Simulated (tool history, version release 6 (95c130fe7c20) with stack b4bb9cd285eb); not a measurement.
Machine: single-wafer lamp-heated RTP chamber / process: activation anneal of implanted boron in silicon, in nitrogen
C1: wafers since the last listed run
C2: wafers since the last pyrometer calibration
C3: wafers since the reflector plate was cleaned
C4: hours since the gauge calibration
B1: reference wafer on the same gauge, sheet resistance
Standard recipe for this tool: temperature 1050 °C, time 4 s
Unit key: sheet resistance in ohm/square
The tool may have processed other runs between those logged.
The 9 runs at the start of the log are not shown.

run 10 day=5.438 | temperature=1050 time=4 | C1=474 C2=1349 C3=3090 C4=345.6 | B1=351.49 | sheet_resistance=437.51
run 11 day=5.925 | temperature=1068 time=6 | C1=107 C2=1456 C3=3198 C4=357.3 | B1=351.36 | sheet_resistance=438.86
run 12 day=6.492 | temperature=1068 time=6 | C1=125 C2=1582 C3=3323 C4=370.9 | B1=351.55 | sheet_resistance=439.48
run 13 day=6.796 | temperature=1068 time=6 | C1=67 C2=1649 C3=3390 C4=378.2 | B1=351.46 | sheet_resistance=436.84
run 14 day=8.367 | temperature=1050 time=5 | C1=346 C2=1996 C3=3737 C4=415.9 | B1=351.31 | sheet_resistance=438.69
run 15 day=8.642 | temperature=1050 time=4 | C1=60 C2=2056 C3=3798 C4=422.5 | B1=351.39 | sheet_resistance=439.94
run 16 day=8.996 | temperature=1050 time=4 | C1=78 C2=2135 C3=3876 C4=431 | B1=351.39 | sheet_resistance=437.66
run 17 day=9.667 | temperature=1050 time=3 | C1=148 C2=2283 C3=4024 C4=447.1 | B1=351.42 | sheet_resistance=438.65
run 18 day=10.229 | temperature=1050 time=4 | C1=124 C2=2407 C3=4148 C4=460.6 | B1=351.31 | sheet_resistance=438.21
-- day=10.254 gauge calibrated
run 19 day=10.667 | temperature=1073 time=6 | C1=96 C2=2504 C3=4245 C4=9.9 | B1=357.62 | sheet_resistance=446.71
run 20 day=11.288 | temperature=1036 time=3 | C1=137 C2=2641 C3=4382 C4=24.8 | B1=357.14 | sheet_resistance=446.21
run 21 day=12.033 | temperature=1069 time=3 | C1=164 C2=2805 C3=4547 C4=42.7 | B1=356.57 | sheet_resistance=445.78
run 22 day=12.375 | temperature=1068 time=6 | C1=75 C2=2881 C3=4622 C4=50.9 | B1=356.29 | sheet_resistance=443.64
-- day=13.008 reflector plate cleaned
run 23 day=13.096 | temperature=1060 time=3 | C1=85 C2=2966 C3=19 C4=68.2 | B1=355.89 | sheet_resistance=445.14
run 24 day=13.592 | temperature=1027 time=3 | C1=109 C2=3076 C3=128 C4=80.1 | B1=355.54 | sheet_resistance=444.88
-- day=14.229 pyrometer window cleaned and pyrometer calibrated
run 25 day=14.267 | temperature=1070 time=6 | C1=75 C2=8 C3=204 C4=96.3 | B1=355.34 | sheet_resistance=442.9
run 26 day=14.992 | temperature=1021 time=6 | C1=160 C2=168 C3=364 C4=113.7 | B1=354.85 | sheet_resistance=444.84
run 27 day=15.308 | temperature=1067 time=5 | C1=69 C2=238 C3=434 C4=121.3 | B1=354.74 | sheet_resistance=441.95
run 28 day=16.021 | temperature=1050 time=4 | C1=157 C2=395 C3=591 C4=138.4 | B1=354.49 | sheet_resistance=441.95
run 29 day=17.45 | temperature=1031 time=6 | C1=315 C2=711 C3=907 C4=172.7 | B1=354.06 | sheet_resistance=441.04
run 30 day=17.9 | temperature=1050 time=4 | C1=99 C2=810 C3=1006 C4=183.5 | B1=353.82 | sheet_resistance=442.33
run 31 day=18.275 | temperature=1033 time=4 | C1=82 C2=893 C3=1089 C4=192.5 | B1=353.7 | sheet_resistance=443.54
run 32 day=18.642 | temperature=1070 time=4 | C1=80 C2=974 C3=1170 C4=201.3 | B1=353.71 | sheet_resistance=440.67

Forecast each of these 5 alternatives for the next run:
run A day=18.658 | temperature=1050 time=4 | C1=3 C2=978 C3=1173 C4=201.7 | B1=? | sheet_resistance=?
run B day=18.658 | temperature=1065 time=6 | C1=3 C2=978 C3=1173 C4=201.7 | B1=? | sheet_resistance=?
run C day=18.658 | temperature=1058 time=5 | C1=3 C2=978 C3=1173 C4=201.7 | B1=? | sheet_resistance=?
run D day=18.658 | temperature=1080 time=3 | C1=3 C2=978 C3=1173 C4=201.7 | B1=? | sheet_resistance=?
run E day=18.658 | temperature=1024 time=3 | C1=3 C2=978 C3=1173 C4=201.7 | B1=? | sheet_resistance=?

run=A B1=353.67 sheet_resistance=441.78
run=B B1=353.67 sheet_resistance=441.36
run=C B1=353.67 sheet_resistance=441.53
run=D B1=353.67 sheet_resistance=442.32
run=E B1=353.67 sheet_resistance=443.82
Take away the tool's hidden state, keep each run's random variation, and the runs would have read:
run=A sheet_resistance=445.99
run=B sheet_resistance=445.57
run=C sheet_resistance=445.74
run=D sheet_resistance=446.54
run=E sheet_resistance=448.05
